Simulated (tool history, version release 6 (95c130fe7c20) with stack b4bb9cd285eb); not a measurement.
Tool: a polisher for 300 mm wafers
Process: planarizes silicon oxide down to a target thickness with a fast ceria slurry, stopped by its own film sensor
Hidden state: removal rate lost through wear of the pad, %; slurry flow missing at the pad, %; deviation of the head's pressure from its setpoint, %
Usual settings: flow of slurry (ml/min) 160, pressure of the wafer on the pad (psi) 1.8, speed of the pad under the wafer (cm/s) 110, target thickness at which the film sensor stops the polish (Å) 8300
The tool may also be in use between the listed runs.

run,day,flow of slurry (ml/min),pressure of the wafer on the pad (psi),speed of the pad under the wafer (cm/s),target thickness at which the film sensor stops the polish (Å),wafers since the last listed run,wafers polished on this pad,hours since the slurry nozzle was cleaned,hours since the head pressure was calibrated,"incoming thickness of the incoming film, nm",time until the film sensor stopped the polish (s)
1,0.000,160,1.8,110,8300,0,2368,543.5,390.1,1904.9,85.1
2,2.546,160,1.8,84,8300,453,2822,604.6,451.2,1867.6,104.0
3,5.850,160,1.8,84,8300,588,3410,683.9,530.5,1851.4,100.7
# day 10.683: worn pad replaced by a new one
# day 13.308: head pressure recalibrated
4,14.296,160,1.8,110,8300,1458,628,886.6,23.7,1900.6,88.7
5,17.225,160,1.8,110,8300,521,1149,956.9,94.0,1891.7,87.5
# day 17.662: slurry nozzle cleaned
6,21.412,160,1.4,110,8300,737,1887,90.0,194.5,1911.3,97.2
7,23.575,160,1.4,110,8300,384,2272,141.9,246.4,1902.2,95.1
8,27.217,160,1.4,110,8300,648,2920,229.3,333.8,1858.2,93.5
9,31.450,160,1.8,110,8300,753,3673,330.9,435.4,1890.3,79.1
10,35.104,160,1.8,110,8300,650,4323,418.6,523.1,1876.0,78.8
# day 35.900: worn pad replaced by a new one
11,38.658,160,1.8,110,8300,602,490,503.9,608.4,1895.2,81.2
12,41.521,135,1.9,110,8300,509,1000,572.6,677.1,1893.0,81.7
# day 45.679: head pressure recalibrated
13,45.733,135,1.9,110,8300,734,1734,673.7,1.3,1877.2,88.1
14,48.729,135,1.9,110,8300,533,2268,745.6,73.2,1903.4,90.5
15,52.038,160,1.8,110,8300,588,2856,825.0,152.6,1927.6,91.0
# day 55.746: slurry nozzle cleaned
16,56.433,170,1.8,110,8300,774,3631,16.5,258.1,1857.7,72.4
17,57.938,160,1.4,98,8300,267,3899,52.6,294.2,1902.8,104.1
# day 60.742: worn pad replaced by a new one
18,60.912,185,1.8,110,8300,499,30,124.0,365.6,1902.2,73.2
19,66.800,175,2.0,130,6640,1047,1078,265.3,506.9,1874.0,69.6
20,68.783,160,1.5,110,10890,352,1431,312.9,554.5,1864.4,63.0
21,71.304,160,1.8,110,8300,448,1879,373.4,615.0,1873.3,75.9
22,73.188,210,1.5,110,8300,335,2214,418.6,660.2,1886.1,81.2
23,74.796,160,1.4,110,7040,286,2501,457.2,698.8,1915.6,107.7
24,78.608,160,1.8,110,8300,678,3179,548.7,790.3,1895.7,77.9
# day 78.804: head pressure recalibrated
25,80.929,120,2.3,110,10670,398,3577,604.4,51.0,1915.0,62.5
# day 87.683: worn pad replaced by a new one
# day 90.038: slurry nozzle cleaned
26,93.612,160,2.0,110,8300,2220,1047,85.8,355.4,1894.0,68.3
27,97.879,135,1.3,110,8300,759,1807,188.2,457.8,1876.3,100.3
28,102.279,160,1.8,110,5490,783,2590,293.8,563.4,1859.9,95.3
29,106.279,195,1.8,110,5610,711,3301,389.8,659.4,1909.5,95.1
# day 109.629: head pressure recalibrated
30,110.492,195,1.8,110,10220,734,4036,490.9,20.7,1903.0,66.8
# day 112.379: worn pad replaced by a new one
31,113.804,160,1.8,110,8300,559,253,570.4,100.2,1897.0,85.2
32,116.583,160,2.2,140,11520,494,748,637.1,166.9,1892.7,40.8
33,118.500,160,1.4,110,8300,341,1089,683.1,212.9,1870.0,100.4
34,122.108,200,1.8,110,8300,642,1731,769.7,299.5,1862.6,78.2
35,124.546,160,1.8,140,8300,433,2165,828.2,358.0,1876.3,66.7
36,128.479,160,1.8,140,8300,700,2865,922.6,452.4,1869.2,66.0

Measured less the same run without the tool's hidden state. The same run-to-run variation is in both; the gauge's scatter may not be:
run,time until the film sensor stopped the polish (s)
1,+7.8
2,+9.4
3,+8.5
4,+12.6
5,+12.4
6,+2.8
7,+3.6
8,+4.7
9,+4.6
10,+4.7
11,+4.4
12,+5.7
13,+13.7
14,+14.4
15,+12.7
16,+0.4
17,+1.3
18,+1.3
19,+2.0
20,+2.2
21,+2.5
22,+0.6
23,+3.0
24,+1.2
25,+9.3
26,+0.8
27,+3.5
28,+2.8
29,+1.0
30,+6.1
31,+9.9
32,+4.8
33,+11.9
34,+7.2
35,+7.6
36,+6.9
